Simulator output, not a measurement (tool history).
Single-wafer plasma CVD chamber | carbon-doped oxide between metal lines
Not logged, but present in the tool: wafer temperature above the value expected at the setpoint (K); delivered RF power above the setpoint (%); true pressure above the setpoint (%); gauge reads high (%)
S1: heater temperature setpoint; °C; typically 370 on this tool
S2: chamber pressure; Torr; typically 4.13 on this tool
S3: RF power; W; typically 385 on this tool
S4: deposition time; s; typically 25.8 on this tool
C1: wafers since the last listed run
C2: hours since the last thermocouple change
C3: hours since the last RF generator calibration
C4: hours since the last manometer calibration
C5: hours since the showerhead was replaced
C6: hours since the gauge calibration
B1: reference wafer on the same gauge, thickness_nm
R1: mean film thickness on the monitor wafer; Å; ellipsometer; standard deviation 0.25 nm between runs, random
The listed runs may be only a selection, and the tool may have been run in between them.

{"run": 1, "day": 0.0, "S1": 377, "S2": 4.13, "S3": 385, "S4": 25.8, "C1": 0, "C2": 2438.3, "C3": 2025.3, "C4": 2321.5, "C5": 6586.4, "C6": 8.7, "B1": 84.957, "R1": 936.85}
{"run": 2, "day": 0.562, "S1": 377, "S2": 4.13, "S3": 385, "S4": 25.8, "C1": 226, "C2": 2451.8, "C3": 2038.8, "C4": 2335.0, "C5": 6599.9, "C6": 22.2, "B1": 85.066, "R1": 937.23}
{"run": 3, "day": 1.192, "S1": 377, "S2": 4.13, "S3": 385, "S4": 25.8, "C1": 253, "C2": 2466.9, "C3": 2053.9, "C4": 2350.1, "C5": 6615.0, "C6": 37.3, "B1": 84.951, "R1": 934.32}
{"run": 4, "day": 1.9, "S1": 370, "S2": 4.13, "S3": 420, "S4": 25.8, "C1": 284, "C2": 2483.9, "C3": 2070.9, "C4": 2367.1, "C5": 6632.0, "C6": 54.3, "B1": 85.023, "R1": 1010.99}
{"run": 5, "day": 2.408, "S1": 370, "S2": 4.13, "S3": 420, "S4": 25.8, "C1": 204, "C2": 2496.1, "C3": 2083.1, "C4": 2379.3, "C5": 6644.2, "C6": 66.5, "B1": 84.946, "R1": 1011.7}
{"run": 6, "day": 2.933, "S1": 370, "S2": 4.13, "S3": 420, "S4": 25.8, "C1": 211, "C2": 2508.7, "C3": 2095.7, "C4": 2391.9, "C5": 6656.8, "C6": 79.1, "B1": 85.094, "R1": 1011.76}
{"run": 7, "day": 3.425, "S1": 370, "S2": 4.13, "S3": 385, "S4": 25.8, "C1": 197, "C2": 2520.5, "C3": 2107.5, "C4": 2403.7, "C5": 6668.6, "C6": 90.9, "B1": 85.016, "R1": 950.06}
{"run": 8, "day": 3.679, "S1": 366, "S2": 4.13, "S3": 385, "S4": 23.9, "C1": 102, "C2": 2526.6, "C3": 2113.6, "C4": 2409.8, "C5": 6674.7, "C6": 97.0, "B1": 85.077, "R1": 886.78}
{"day": 4.033, "done": "thermocouple changed; heater temperature recalibrated"}
{"day": 4.604, "done": "RF generator calibrated"}
{"day": 4.788, "done": "capacitance manometer re-zeroed and calibrated"}
{"run": 9, "day": 4.808, "S1": 370, "S2": 4.13, "S3": 385, "S4": 21.8, "C1": 111, "C2": 18.6, "C3": 4.9, "C4": 0.5, "C5": 6701.8, "C6": 124.1, "B1": 84.92, "R1": 849.45}
{"run": 10, "day": 5.096, "S1": 370, "S2": 4.13, "S3": 385, "S4": 21.8, "C1": 115, "C2": 25.5, "C3": 11.8, "C4": 7.4, "C5": 6708.7, "C6": 131.0, "B1": 85.059, "R1": 852.28}
{"run": 11, "day": 5.754, "S1": 377, "S2": 4.13, "S3": 425, "S4": 25.8, "C1": 264, "C2": 41.3, "C3": 27.6, "C4": 23.2, "C5": 6724.5, "C6": 146.8, "B1": 85.011, "R1": 1057.71}
{"run": 12, "day": 6.046, "S1": 377, "S2": 4.13, "S3": 425, "S4": 25.8, "C1": 117, "C2": 48.3, "C3": 34.6, "C4": 30.2, "C5": 6731.5, "C6": 153.8, "B1": 85.052, "R1": 1058.24}
{"run": 13, "day": 6.708, "S1": 377, "S2": 4.13, "S3": 385, "S4": 27.2, "C1": 266, "C2": 64.2, "C3": 50.5, "C4": 46.1, "C5": 6747.4, "C6": 169.7, "B1": 84.978, "R1": 1038.46}
{"run": 14, "day": 7.333, "S1": 382, "S2": 4.13, "S3": 320, "S4": 25.8, "C1": 251, "C2": 79.2, "C3": 65.5, "C4": 61.1, "C5": 6762.4, "C6": 184.7, "B1": 84.994, "R1": 861.25}
{"run": 15, "day": 8.029, "S1": 370, "S2": 4.13, "S3": 385, "S4": 25.8, "C1": 279, "C2": 95.9, "C3": 82.2, "C4": 77.8, "C5": 6779.1, "C6": 201.4, "B1": 85.046, "R1": 1000.94}
{"run": 16, "day": 8.688, "S1": 370, "S2": 4.13, "S3": 385, "S4": 25.8, "C1": 264, "C2": 111.7, "C3": 98.0, "C4": 93.6, "C5": 6794.9, "C6": 217.2, "B1": 85.041, "R1": 998.29}
{"run": 17, "day": 9.0, "S1": 370, "S2": 4.13, "S3": 410, "S4": 25.8, "C1": 125, "C2": 119.2, "C3": 105.5, "C4": 101.1, "C5": 6802.4, "C6": 224.7, "B1": 85.01, "R1": 1043.76}
{"run": 18, "day": 9.65, "S1": 370, "S2": 3.54, "S3": 385, "S4": 25.8, "C1": 261, "C2": 134.8, "C3": 121.1, "C4": 116.7, "C5": 6818.0, "C6": 240.3, "B1": 85.013, "R1": 983.08}
{"run": 19, "day": 10.012, "S1": 381, "S2": 3.17, "S3": 385, "S4": 25.8, "C1": 145, "C2": 143.5, "C3": 129.8, "C4": 125.4, "C5": 6826.7, "C6": 249.0, "B1": 84.982, "R1": 948.26}
{"run": 20, "day": 10.317, "S1": 361, "S2": 4.81, "S3": 385, "S4": 25.8, "C1": 122, "C2": 150.8, "C3": 137.1, "C4": 132.7, "C5": 6834.0, "C6": 256.3, "B1": 84.959, "R1": 1039.1}
{"run": 21, "day": 10.933, "S1": 377, "S2": 4.13, "S3": 385, "S4": 25.8, "C1": 248, "C2": 165.6, "C3": 151.9, "C4": 147.5, "C5": 6848.8, "C6": 271.1, "B1": 85.012, "R1": 981.71}
{"day": 11.458, "done": "gauge calibrated"}
{"run": 22, "day": 11.458, "S1": 370, "S2": 4.13, "S3": 385, "S4": 27.1, "C1": 211, "C2": 178.2, "C3": 164.5, "C4": 160.1, "C5": 6861.4, "C6": 0.0, "B1": 84.995, "R1": 1048.38}
{"day": 12.15, "done": "showerhead replaced"}
{"run": 23, "day": 12.171, "S1": 370, "S2": 4.56, "S3": 385, "S4": 28.9, "C1": 152, "C2": 195.3, "C3": 181.6, "C4": 177.2, "C5": 0.5, "C6": 17.1, "B1": 84.901, "R1": 1130.93}
{"run": 24, "day": 12.204, "S1": 364, "S2": 4.64, "S3": 385, "S4": 25.8, "C1": 13, "C2": 196.1, "C3": 182.4, "C4": 178.0, "C5": 1.3, "C6": 17.9, "B1": 85.004, "R1": 1022.65}
{"run": 25, "day": 14.383, "S1": 370, "S2": 5.1, "S3": 385, "S4": 20.7, "C1": 876, "C2": 248.4, "C3": 234.7, "C4": 230.3, "C5": 53.6, "C6": 70.2, "B1": 84.999, "R1": 826.6}
{"run": 26, "day": 14.871, "S1": 370, "S2": 4.13, "S3": 385, "S4": 25.8, "C1": 196, "C2": 260.1, "C3": 246.4, "C4": 242.0, "C5": 65.3, "C6": 81.9, "B1": 85.063, "R1": 1000.47}
{"run": 27, "day": 15.212, "S1": 370, "S2": 4.75, "S3": 365, "S4": 30.1, "C1": 137, "C2": 268.3, "C3": 254.6, "C4": 250.2, "C5": 73.5, "C6": 90.1, "B1": 85.004, "R1": 1139.67}
{"run": 28, "day": 15.642, "S1": 382, "S2": 3.78, "S3": 340, "S4": 29.1, "C1": 172, "C2": 278.6, "C3": 264.9, "C4": 260.5, "C5": 83.8, "C6": 100.4, "B1": 85.005, "R1": 992.37}
{"run": 29, "day": 16.175, "S1": 364, "S2": 4.13, "S3": 445, "S4": 25.8, "C1": 214, "C2": 291.4, "C3": 277.7, "C4": 273.3, "C5": 96.6, "C6": 113.2, "B1": 84.965, "R1": 1117.63}

What would each run have given without the hidden state, its run-to-run variation left as it was?
run=1 R1=991.67
run=2 R1=992.46
run=3 R1=989.80
run=4 R1=1069.20
run=5 R1=1070.31
run=6 R1=1070.74
run=7 R1=1008.01
run=8 R1=941.03
run=9 R1=854.26
run=10 R1=857.26
run=11 R1=1064.11
run=12 R1=1064.84
run=13 R1=1045.61
run=14 R1=867.55
run=15 R1=1008.68
run=16 R1=1006.43
run=17 R1=1052.18
run=18 R1=991.71
run=19 R1=956.80
run=20 R1=1048.67
run=21 R1=991.14
run=22 R1=1058.81
run=23 R1=1142.70
run=24 R1=1033.32
run=25 R1=836.39
run=26 R1=1012.64
run=27 R1=1153.82
run=28 R1=1004.96
run=29 R1=1131.65
